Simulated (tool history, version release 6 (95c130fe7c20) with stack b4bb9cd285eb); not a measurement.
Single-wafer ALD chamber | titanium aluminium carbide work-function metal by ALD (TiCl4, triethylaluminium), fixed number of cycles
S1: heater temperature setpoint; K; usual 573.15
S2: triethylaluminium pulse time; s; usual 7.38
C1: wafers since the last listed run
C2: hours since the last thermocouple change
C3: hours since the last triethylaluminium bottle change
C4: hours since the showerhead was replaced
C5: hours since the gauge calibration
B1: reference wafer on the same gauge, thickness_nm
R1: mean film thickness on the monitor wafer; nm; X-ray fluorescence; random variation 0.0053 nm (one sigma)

run    hour      S1     S2   C1      C2     C3      C4      C5     B1     R1
  1     0.0  573.15   7.38    0  2644.3  132.0  6515.9   443.9  2.081  2.088
  2    61.6  573.15   7.38  661  2705.9  193.6  6577.5   505.5  2.082  2.093
  3   103.1  585.15   9.41  445  2747.4  235.1  6619.0   547.0  2.081  2.270
  4   159.9  573.15   7.38  610  2804.2  291.9  6675.8   603.8  2.080  2.079
      169.2  -- showerhead replaced
  5   221.5  573.15   7.38  575  2865.8  353.5    52.3   665.4  2.078  2.069
  6   290.9  573.15   7.38  745  2935.2  422.9   121.7   734.8  2.079  2.055
  7   339.3  573.15   7.38  519  2983.6  471.3   170.1   783.2  2.081  2.043
  8   367.3  573.15   7.38  300  3011.6  499.3   198.1   811.2  2.081  2.044
      379.3  -- thermocouple changed; heater temperature recalibrated
  9   401.8  584.15   5.52  284    22.5  533.8   232.6   845.7  2.079  1.950
      457.0  -- triethylaluminium bottle replaced
 10   457.5  585.15   9.41  512    78.2    0.5   288.3   901.4  2.079  2.281
 11   498.4  568.15   5.86  439   119.1   41.4   329.2   942.3  2.080  1.963
 12   531.5  563.15   5.64  355   152.2   74.5   362.3   975.4  2.081  1.900
 13   595.8  573.15   7.38  690   216.5  138.8   426.6  1039.7  2.078  2.098
 14   660.5  562.15   5.69  694   281.2  203.5   491.3  1104.4  2.082  1.886
 15   714.9  567.15   4.95  584   335.6  257.9   545.7  1158.8  2.079  1.838
 16   739.8  560.15   7.38  267   360.5  282.8   570.6  1183.7  2.080  1.984
 17   792.0  573.15   7.38  560   412.7  335.0   622.8  1235.9  2.080  2.077
 18   820.6  565.15   7.38  307   441.3  363.6   651.4  1264.5  2.080  2.003
 19   878.5  569.15   4.80  621   499.2  421.5   709.3  1322.4  2.078  1.791
 20   922.6  568.15   5.86  473   543.3  465.6   753.4  1366.5  2.080  1.885
      962.2  -- gauge calibrated
      976.7  -- triethylaluminium bottle replaced
 21   977.2  583.15   7.38  500   597.9    0.5   808.0    15.0  2.080  2.182
 22  1029.9  573.15   7.38  566   650.6   53.2   860.7    67.7  2.080  2.101
 23  1097.4  558.15   8.31  724   718.1  120.7   928.2   135.2  2.082  2.018
 24  1133.9  579.15   8.48  392   754.6  157.2   964.7   171.7  2.081  2.193
 25  1185.8  573.15   7.38  557   806.5  209.1  1016.6   223.6  2.082  2.083
 26  1218.1  584.15   5.52  346   838.8  241.4  1048.9   255.9  2.079  2.024
 27  1262.4  561.15   7.38  475   883.1  285.7  1093.2   300.2  2.079  1.990
 28  1294.8  573.15   7.38  347   915.5  318.1  1125.6   332.6  2.080  2.079
 29  1320.9  568.15   8.97  280   941.6  344.2  1151.7   358.7  2.080  2.100
 30  1351.0  573.15  10.15  323   971.7  374.3  1181.8   388.8  2.082  2.167
 31  1398.1  584.15   6.10  505  1018.8  421.4  1228.9   435.9  2.082  2.036
 32  1468.4  573.15   7.38  755  1089.1  491.7  1299.2   506.2  2.080  2.028

Forecast each of these 5 alternatives for the next run:
  A  1468.8  573.15  4.61   4  1089.5  492.1  1299.6  506.6   ?   ?
  B  1468.8  573.15  9.04   4  1089.5  492.1  1299.6  506.6   ?   ?
  C  1468.8  582.15  9.10   4  1089.5  492.1  1299.6  506.6   ?   ?
  D  1468.8  564.15  8.14   4  1089.5  492.1  1299.6  506.6   ?   ?
  E  1468.8  573.15  6.59   4  1089.5  492.1  1299.6  506.6   ?   ?

run     B1     R1
  A  2.081  1.775
  B  2.081  2.133
  C  2.081  2.209
  D  2.081  2.018
  E  2.081  1.986
Without the tool's hidden state the same runs would have given:
run     R1
  A  1.879
  B  2.186
  C  2.263
  D  2.078
  E  2.066

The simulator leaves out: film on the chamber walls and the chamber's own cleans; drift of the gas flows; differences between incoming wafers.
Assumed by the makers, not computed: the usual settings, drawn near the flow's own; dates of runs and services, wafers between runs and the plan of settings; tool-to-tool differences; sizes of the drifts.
